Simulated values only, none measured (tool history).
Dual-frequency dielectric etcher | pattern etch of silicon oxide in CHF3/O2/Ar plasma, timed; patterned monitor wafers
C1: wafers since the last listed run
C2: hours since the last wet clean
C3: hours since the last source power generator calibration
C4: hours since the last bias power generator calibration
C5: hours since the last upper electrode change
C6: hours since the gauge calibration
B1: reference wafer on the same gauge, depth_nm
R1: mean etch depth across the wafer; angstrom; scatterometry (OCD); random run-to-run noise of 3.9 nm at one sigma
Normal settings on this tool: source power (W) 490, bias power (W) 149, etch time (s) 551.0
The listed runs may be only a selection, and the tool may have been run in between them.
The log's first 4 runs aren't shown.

{"hour": 101.0, "done": "wet clean of the chamber"}
{"run": 5, "hour": 101.5, "source power (W)": 490, "bias power (W)": 149, "etch time (s)": 551.0, "C1": 7, "C2": 0.5, "C3": 3499.3, "C4": 5087.4, "C5": 4138.4, "C6": 648.8, "B1": 938.4, "R1": 9576}
{"run": 6, "hour": 127.2, "source power (W)": 490, "bias power (W)": 149, "etch time (s)": 551.0, "C1": 104, "C2": 26.2, "C3": 3525.0, "C4": 5113.1, "C5": 4164.1, "C6": 674.5, "B1": 939.3, "R1": 9585}
{"run": 7, "hour": 147.4, "source power (W)": 550, "bias power (W)": 159, "etch time (s)": 641.0, "C1": 82, "C2": 46.4, "C3": 3545.2, "C4": 5133.3, "C5": 4184.3, "C6": 694.7, "B1": 939.6, "R1": 12005}
{"hour": 161.5, "done": "gauge calibrated"}
{"run": 8, "hour": 162.8, "source power (W)": 490, "bias power (W)": 135, "etch time (s)": 551.0, "C1": 62, "C2": 61.8, "C3": 3560.6, "C4": 5148.7, "C5": 4199.7, "C6": 1.3, "B1": 916.3, "R1": 9094}
{"run": 9, "hour": 177.7, "source power (W)": 390, "bias power (W)": 149, "etch time (s)": 449.0, "C1": 60, "C2": 76.7, "C3": 3575.5, "C4": 5163.6, "C5": 4214.6, "C6": 16.2, "B1": 918.5, "R1": 6916}
{"run": 10, "hour": 207.6, "source power (W)": 490, "bias power (W)": 127, "etch time (s)": 690.0, "C1": 121, "C2": 106.6, "C3": 3605.4, "C4": 5193.5, "C5": 4244.5, "C6": 46.1, "B1": 920.5, "R1": 11321}
{"run": 11, "hour": 223.9, "source power (W)": 450, "bias power (W)": 186, "etch time (s)": 687.0, "C1": 66, "C2": 122.9, "C3": 3621.7, "C4": 5209.8, "C5": 4260.8, "C6": 62.4, "B1": 921.8, "R1": 12152}
{"hour": 238.0, "done": "source power generator calibrated"}
{"run": 12, "hour": 246.9, "source power (W)": 490, "bias power (W)": 149, "etch time (s)": 551.0, "C1": 77, "C2": 145.9, "C3": 8.9, "C4": 5232.8, "C5": 4283.8, "C6": 85.4, "B1": 925.7, "R1": 9460}
{"hour": 264.0, "done": "bias power generator calibrated"}
{"run": 13, "hour": 282.0, "source power (W)": 410, "bias power (W)": 125, "etch time (s)": 551.0, "C1": 126, "C2": 181.0, "C3": 44.0, "C4": 18.0, "C5": 4318.9, "C6": 120.5, "B1": 926.2, "R1": 8294}
{"run": 14, "hour": 301.9, "source power (W)": 420, "bias power (W)": 135, "etch time (s)": 485.0, "C1": 81, "C2": 200.9, "C3": 63.9, "C4": 37.9, "C5": 4338.8, "C6": 140.4, "B1": 928.4, "R1": 7533}
{"run": 15, "hour": 323.6, "source power (W)": 490, "bias power (W)": 115, "etch time (s)": 687.5, "C1": 88, "C2": 222.6, "C3": 85.6, "C4": 59.6, "C5": 4360.5, "C6": 162.1, "B1": 929.9, "R1": 11038}
{"run": 16, "hour": 353.4, "source power (W)": 490, "bias power (W)": 116, "etch time (s)": 479.5, "C1": 121, "C2": 252.4, "C3": 115.4, "C4": 89.4, "C5": 4390.3, "C6": 191.9, "B1": 932.2, "R1": 7710}
{"run": 17, "hour": 370.1, "source power (W)": 490, "bias power (W)": 149, "etch time (s)": 551.0, "C1": 68, "C2": 269.1, "C3": 132.1, "C4": 106.1, "C5": 4407.0, "C6": 208.6, "B1": 931.2, "R1": 9514}
{"run": 18, "hour": 385.1, "source power (W)": 420, "bias power (W)": 161, "etch time (s)": 448.0, "C1": 61, "C2": 284.1, "C3": 147.1, "C4": 121.1, "C5": 4422.0, "C6": 223.6, "B1": 932.9, "R1": 7389}
{"hour": 409.7, "done": "upper electrode replaced"}
{"run": 19, "hour": 410.2, "source power (W)": 490, "bias power (W)": 149, "etch time (s)": 551.0, "C1": 4, "C2": 309.2, "C3": 172.2, "C4": 146.2, "C5": 0.5, "C6": 248.7, "B1": 934.7, "R1": 9617}
{"run": 20, "hour": 415.9, "source power (W)": 450, "bias power (W)": 186, "etch time (s)": 687.0, "C1": 23, "C2": 314.9, "C3": 177.9, "C4": 151.9, "C5": 6.2, "C6": 254.4, "B1": 934.5, "R1": 12321}
{"run": 21, "hour": 443.1, "source power (W)": 490, "bias power (W)": 128, "etch time (s)": 551.0, "C1": 110, "C2": 342.1, "C3": 205.1, "C4": 179.1, "C5": 33.4, "C6": 281.6, "B1": 935.6, "R1": 9069}

Run 22 is up next; what results do you expect?
{"run": 22, "hour": 460.2, "source power (W)": 540, "bias power (W)": 119, "etch time (s)": 704.5, "C1": 69, "C2": 359.2, "C3": 222.2, "C4": 196.2, "C5": 50.5, "C6": 298.7, "B1": "?", "R1": "?"}

Run 22 measured B1 935.8, R1 11997 angstrom.
The same run, on a tool lacking any hidden state, would have yielded R1 11685 angstrom.

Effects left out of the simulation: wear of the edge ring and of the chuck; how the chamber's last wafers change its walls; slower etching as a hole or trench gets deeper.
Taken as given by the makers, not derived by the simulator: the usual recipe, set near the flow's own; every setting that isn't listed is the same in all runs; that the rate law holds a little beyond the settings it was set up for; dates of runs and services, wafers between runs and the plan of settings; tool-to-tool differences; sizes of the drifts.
